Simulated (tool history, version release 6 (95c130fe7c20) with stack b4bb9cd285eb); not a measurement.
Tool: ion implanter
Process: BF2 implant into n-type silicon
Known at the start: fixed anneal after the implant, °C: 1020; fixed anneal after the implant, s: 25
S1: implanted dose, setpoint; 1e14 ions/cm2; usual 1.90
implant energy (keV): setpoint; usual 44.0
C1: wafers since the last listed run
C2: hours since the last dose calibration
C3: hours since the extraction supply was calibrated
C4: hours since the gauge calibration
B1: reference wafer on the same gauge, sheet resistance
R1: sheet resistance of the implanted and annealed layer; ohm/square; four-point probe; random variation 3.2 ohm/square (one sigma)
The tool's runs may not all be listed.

Run 1, day 0.000: usual settings; C1 0; C2 25.0; C3 635.6; C4 1448.9; B1 443.98. Result: R1 538.80 ohm/square.
Run 2, day 3.708: usual settings; C1 1242; C2 114.0; C3 724.6; C4 1537.9; B1 444.01. Result: R1 531.31 ohm/square.
Run 3, day 7.742: usual settings; C1 1351; C2 210.8; C3 821.4; C4 1634.7; B1 444.44. Result: R1 522.37 ohm/square.
Run 4, day 10.558: usual settings but S1 1.56 1e14 ions/cm2, implant energy (keV) 37.5; C1 943; C2 278.4; C3 889.0; C4 1702.3; B1 444.07. Result: R1 634.22 ohm/square.
Run 5, day 12.942: usual settings; C1 798; C2 335.6; C3 946.2; C4 1759.5; B1 443.64. Result: R1 521.67 ohm/square.
Run 6, day 16.208: usual settings; C1 1094; C2 414.0; C3 1024.6; C4 1837.9; B1 444.11. Result: R1 523.41 ohm/square.
Run 7, day 20.117: usual settings; C1 1309; C2 507.8; C3 1118.4; C4 1931.7; B1 443.65. Result: R1 523.29 ohm/square.
Run 8, day 22.142: usual settings; C1 678; C2 556.4; C3 1167.0; C4 1980.3; B1 444.38. Result: R1 517.25 ohm/square.
Run 9, day 24.512: usual settings; C1 794; C2 613.3; C3 1223.9; C4 2037.2; B1 443.98. Result: R1 518.48 ohm/square.
Run 10, day 27.829: usual settings; C1 1111; C2 692.9; C3 1303.5; C4 2116.8; B1 444.10. Result: R1 516.32 ohm/square.
Run 11, day 31.971: usual settings; C1 1387; C2 792.3; C3 1402.9; C4 2216.2; B1 443.97. Result: R1 518.84 ohm/square.
At day 34.375: Faraday cup replaced and dose calibrated.
Run 12, day 35.875: usual settings but implant energy (keV) 49.5; C1 1196; C2 36.0; C3 1496.6; C4 2309.9; B1 444.17. Result: R1 522.25 ohm/square.
Run 13, day 37.746: usual settings but implant energy (keV) 49.5; C1 626; C2 80.9; C3 1541.5; C4 2354.8; B1 443.96. Result: R1 523.50 ohm/square.
Run 14, day 41.888: usual settings but S1 2.11 1e14 ions/cm2; C1 1387; C2 180.3; C3 1640.9; C4 2454.2; B1 444.04. Result: R1 481.34 ohm/square.
Run 15, day 44.471: usual settings; C1 865; C2 242.3; C3 1702.9; C4 2516.2; B1 443.87. Result: R1 521.74 ohm/square.
At day 46.892: gauge calibrated.
Run 16, day 48.454: usual settings but S1 1.72 1e14 ions/cm2, implant energy (keV) 36.5; C1 1334; C2 337.9; C3 1798.5; C4 37.5; B1 443.98. Result: R1 581.83 ohm/square.
Run 17, day 50.746: usual settings but S1 1.34 1e14 ions/cm2, implant energy (keV) 34.5; C1 767; C2 392.9; C3 1853.5; C4 92.5; B1 444.04. Result: R1 709.61 ohm/square.
Run 18, day 53.446: usual settings but S1 1.65 1e14 ions/cm2, implant energy (keV) 38.5; C1 904; C2 457.7; C3 1918.3; C4 157.3; B1 444.32. Result: R1 592.66 ohm/square.
Run 19, day 57.729: usual settings but S1 2.34 1e14 ions/cm2; C1 1435; C2 560.5; C3 2021.1; C4 260.1; B1 443.66. Result: R1 435.53 ohm/square.
Run 20, day 60.758: usual settings; C1 1015; C2 633.2; C3 2093.8; C4 332.8; B1 444.06. Result: R1 520.68 ohm/square.
At day 61.583: extraction supply calibrated.
Run 21, day 63.046: usual settings but S1 2.42 1e14 ions/cm2, implant energy (keV) 55.5; C1 654; C2 688.1; C3 35.1; C4 387.7; B1 444.11. Result: R1 416.02 ohm/square.
Run 22, day 66.542: usual settings but S1 2.19 1e14 ions/cm2, implant energy (keV) 31.0; C1 1171; C2 772.0; C3 119.0; C4 471.6; B1 443.86. Result: R1 473.58 ohm/square.
Run 23, day 68.229: usual settings but S1 1.33 1e14 ions/cm2, implant energy (keV) 38.5; C1 565; C2 812.5; C3 159.5; C4 512.1; B1 443.16. Result: R1 705.13 ohm/square.
Run 24, day 70.042: usual settings but S1 1.47 1e14 ions/cm2, implant energy (keV) 36.0; C1 607; C2 856.0; C3 203.0; C4 555.6; B1 443.95. Result: R1 657.52 ohm/square.
At day 72.758: Faraday cup replaced and dose calibrated.
Run 25, day 73.758: usual settings but S1 1.34 1e14 ions/cm2, implant energy (keV) 39.0; C1 1133; C2 24.0; C3 292.2; C4 644.8; B1 443.64. Result: R1 722.23 ohm/square.
Run 26, day 78.238: usual settings but S1 2.09 1e14 ions/cm2; C1 1500; C2 131.5; C3 399.7; C4 752.3; B1 443.51. Result: R1 496.20 ohm/square.
Run 27, day 80.533: usual settings; C1 769; C2 186.6; C3 454.8; C4 807.4; B1 444.00. Result: R1 529.06 ohm/square.
Run 28, day 82.233: usual settings but S1 2.11 1e14 ions/cm2, implant energy (keV) 30.0; C1 569; C2 227.4; C3 495.6; C4 848.2; B1 443.84. Result: R1 502.10 ohm/square.
Run 29, day 86.471: usual settings; C1 1419; C2 329.1; C3 597.3; C4 949.9; B1 443.61. Result: R1 524.52 ohm/square.

4 ways to go on from here, each from the tool as it stands after run 29. What would each give?
Run A, day 86.488: usual settings; C1 5; C2 329.5; C3 597.7; C4 950.3; B1 ?. Result: R1 ?.
Run B, day 86.488: usual settings but S1 2.43 1e14 ions/cm2, implant energy (keV) 30.5; C1 5; C2 329.5; C3 597.7; C4 950.3; B1 ?. Result: R1 ?.
Run C, day 86.488: usual settings but implant energy (keV) 56.0; C1 5; C2 329.5; C3 597.7; C4 950.3; B1 ?. Result: R1 ?.
Run D, day 86.488: usual settings but S1 1.48 1e14 ions/cm2; C1 5; C2 329.5; C3 597.7; C4 950.3; B1 ?. Result: R1 ?.

run      B1      R1
  A  443.97  518.62
  B  443.97  440.01
  C  443.97  503.16
  D  443.97  634.88
Without the tool's hidden state the same runs would have given:
run      R1
  A  530.64
  B  450.53
  C  514.92
  D  649.42

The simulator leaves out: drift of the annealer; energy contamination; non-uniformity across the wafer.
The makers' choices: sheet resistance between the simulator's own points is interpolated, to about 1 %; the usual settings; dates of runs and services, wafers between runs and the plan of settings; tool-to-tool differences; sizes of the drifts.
